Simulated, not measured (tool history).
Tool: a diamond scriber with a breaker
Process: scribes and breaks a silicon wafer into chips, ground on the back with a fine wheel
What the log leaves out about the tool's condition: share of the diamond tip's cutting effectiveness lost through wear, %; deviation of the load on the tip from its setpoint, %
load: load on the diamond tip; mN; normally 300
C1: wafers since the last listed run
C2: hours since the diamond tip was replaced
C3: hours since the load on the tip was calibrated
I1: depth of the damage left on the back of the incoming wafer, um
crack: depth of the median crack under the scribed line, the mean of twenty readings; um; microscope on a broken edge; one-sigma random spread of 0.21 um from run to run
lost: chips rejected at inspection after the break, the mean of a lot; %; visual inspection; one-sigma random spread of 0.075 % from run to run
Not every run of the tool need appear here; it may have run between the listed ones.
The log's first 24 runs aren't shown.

run 25 day=23.971 | load=369 | C1=24 C2=39.9 C3=88.5 | I1=1.53 | crack=15.74 lost=2.6
run 26 day=24.517 | load=300 | C1=15 C2=53 C3=101.6 | I1=2.27 | crack=14.29 lost=1.87
run 27 day=25.158 | load=300 | C1=18 C2=68.4 C3=117 | I1=2.6 | crack=14.62 lost=2.04
run 28 day=26.333 | load=329 | C1=33 C2=96.6 C3=145.2 | I1=1.7 | crack=15.21 lost=1.51
run 29 day=27.417 | load=300 | C1=30 C2=122.6 C3=171.2 | I1=2.65 | crack=14.45 lost=2.31
run 30 day=28.412 | load=255 | C1=28 C2=146.5 C3=195.1 | I1=1.74 | crack=13.29 lost=2.32
run 31 day=29.408 | load=300 | C1=28 C2=170.4 C3=219 | I1=1.5 | crack=14.46 lost=1.52
run 32 day=30.45 | load=300 | C1=29 C2=195.4 C3=244 | I1=2.31 | crack=14.48 lost=1.84
run 33 day=31.929 | load=354 | C1=41 C2=230.9 C3=279.5 | I1=2.58 | crack=15.46 lost=2.59
run 34 day=33.075 | load=365 | C1=32 C2=258.4 C3=307 | I1=2.15 | crack=15.3 lost=2.3

Branching from run 34: 4 alternative next runs. What would each branch give?
run A day=33.104 | load=300 | C1=0 C2=259.1 C3=307.7 | I1=2.84 | crack=? lost=?
run B day=33.104 | load=325 | C1=0 C2=259.1 C3=307.7 | I1=2.84 | crack=? lost=?
run C day=33.104 | load=247 | C1=0 C2=259.1 C3=307.7 | I1=2.84 | crack=? lost=?
run D day=33.104 | load=359 | C1=0 C2=259.1 C3=307.7 | I1=2.84 | crack=? lost=?

run=A crack=14.11 lost=2.29
run=B crack=14.64 lost=2.23
run=C crack=12.97 lost=3.91
run=D crack=15.33 lost=2.72
Without the tool's hidden state the same runs would have given:
run=A crack=14.31 lost=2.22
run=B crack=14.85 lost=2.31
run=C crack=13.16 lost=3.5
run=D crack=15.55 lost=2.99

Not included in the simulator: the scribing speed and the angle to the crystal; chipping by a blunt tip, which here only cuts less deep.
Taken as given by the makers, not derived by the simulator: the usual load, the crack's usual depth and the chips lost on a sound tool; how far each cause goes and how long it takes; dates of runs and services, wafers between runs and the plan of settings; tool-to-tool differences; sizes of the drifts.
